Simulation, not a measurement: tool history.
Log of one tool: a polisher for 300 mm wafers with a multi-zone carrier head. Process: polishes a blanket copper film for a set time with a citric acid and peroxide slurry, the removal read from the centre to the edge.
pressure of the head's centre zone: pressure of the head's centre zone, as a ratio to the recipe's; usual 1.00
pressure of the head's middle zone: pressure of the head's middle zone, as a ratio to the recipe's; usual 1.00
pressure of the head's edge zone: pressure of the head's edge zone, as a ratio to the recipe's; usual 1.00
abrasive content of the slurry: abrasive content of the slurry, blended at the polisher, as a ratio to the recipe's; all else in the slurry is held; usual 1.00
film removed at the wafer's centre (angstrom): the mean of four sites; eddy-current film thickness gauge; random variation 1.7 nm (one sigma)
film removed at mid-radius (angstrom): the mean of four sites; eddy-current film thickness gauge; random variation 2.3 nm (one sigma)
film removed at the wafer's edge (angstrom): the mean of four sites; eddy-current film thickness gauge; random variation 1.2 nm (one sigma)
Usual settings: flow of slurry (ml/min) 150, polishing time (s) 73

run,hour,flow of slurry (ml/min),pressure of the head's centre zone,pressure of the head's middle zone,pressure of the head's edge zone,abrasive content of the slurry,polishing time (s),"incoming thickness of the incoming film, nm",film removed at the wafer's centre (angstrom),film removed at mid-radius (angstrom),film removed at the wafer's edge (angstrom)
1,0.0,150,1.00,1.00,1.00,1.00,73,652.9,1580,1603,1564
2,14.8,150,1.00,1.03,1.00,1.00,73,665.7,1549,1603,1545
# hour 24.0: worn pad replaced by a new one
3,43.5,150,1.00,1.03,1.00,1.00,73,656.5,1542,1652,1548
4,66.5,185,1.00,1.09,1.00,1.00,73,652.6,1629,1774,1609
5,89.7,185,1.00,1.09,1.00,1.00,73,670.2,1650,1761,1600
6,119.5,150,1.00,1.00,1.00,1.00,73,653.7,1546,1591,1552
7,133.6,150,1.00,1.00,1.00,1.00,73,657.1,1554,1520,1563
8,163.8,150,1.00,1.00,1.04,1.00,82,663.2,1713,1742,1790
# hour 187.2: worn pad replaced by a new one
9,196.6,150,1.00,1.00,1.00,1.00,73,657.5,1578,1535,1556
10,211.7,185,1.00,1.09,1.00,1.00,73,668.4,1665,1718,1586
# hour 220.8: slurry nozzle cleaned
11,236.4,150,1.00,0.91,0.91,1.00,73,655.9,1543,1483,1523
12,261.0,200,0.91,1.00,1.00,1.00,73,659.0,1493,1607,1607
13,287.6,180,1.00,1.00,1.00,0.80,73,654.6,1518,1580,1536
14,310.7,150,1.00,1.00,1.07,1.00,98,658.8,2098,2087,2120
# hour 329.2: edge zone pressure recalibrated
# hour 333.2: carrier head's membrane replaced by a new one
15,333.7,150,1.00,1.00,0.94,0.80,61,673.1,1251,1241,1232
# hour 346.6: centre zone pressure recalibrated
16,366.3,150,0.96,1.06,1.00,1.00,73,671.1,1488,1672,1560
# hour 374.1: worn pad replaced by a new one
17,381.2,150,1.09,1.00,1.05,1.15,49,663.4,1165,1105,1091
18,405.0,150,1.00,1.00,1.00,1.00,73,652.1,1571,1584,1579
19,435.5,150,1.00,1.00,1.00,1.00,73,668.7,1555,1576,1565
20,465.1,195,1.00,0.92,1.00,0.90,83,647.1,1853,1656,1779
21,485.3,150,1.00,1.00,1.00,1.00,73,658.5,1525,1564,1579
22,500.8,150,1.00,1.00,1.00,1.00,73,661.9,1558,1557,1580

3 ways to go on from here, each from the tool as it stands after run 22. What would each give?
A,501.2,150,1.00,1.00,1.00,1.00,73,661.0,?,?,?
B,501.2,175,1.00,0.91,0.91,0.75,73,661.0,?,?,?
C,501.2,150,0.96,1.00,1.10,0.70,73,661.0,?,?,?

run,film removed at the wafer's centre (angstrom),film removed at mid-radius (angstrom),film removed at the wafer's edge (angstrom)
A,1571,1573,1553
B,1540,1421,1470
C,1413,1475,1496
Without the tool's hidden state the same runs would have given:
run,film removed at the wafer's centre (angstrom),film removed at mid-radius (angstrom),film removed at the wafer's edge (angstrom)
A,1571,1573,1553
B,1540,1421,1470
C,1413,1475,1496
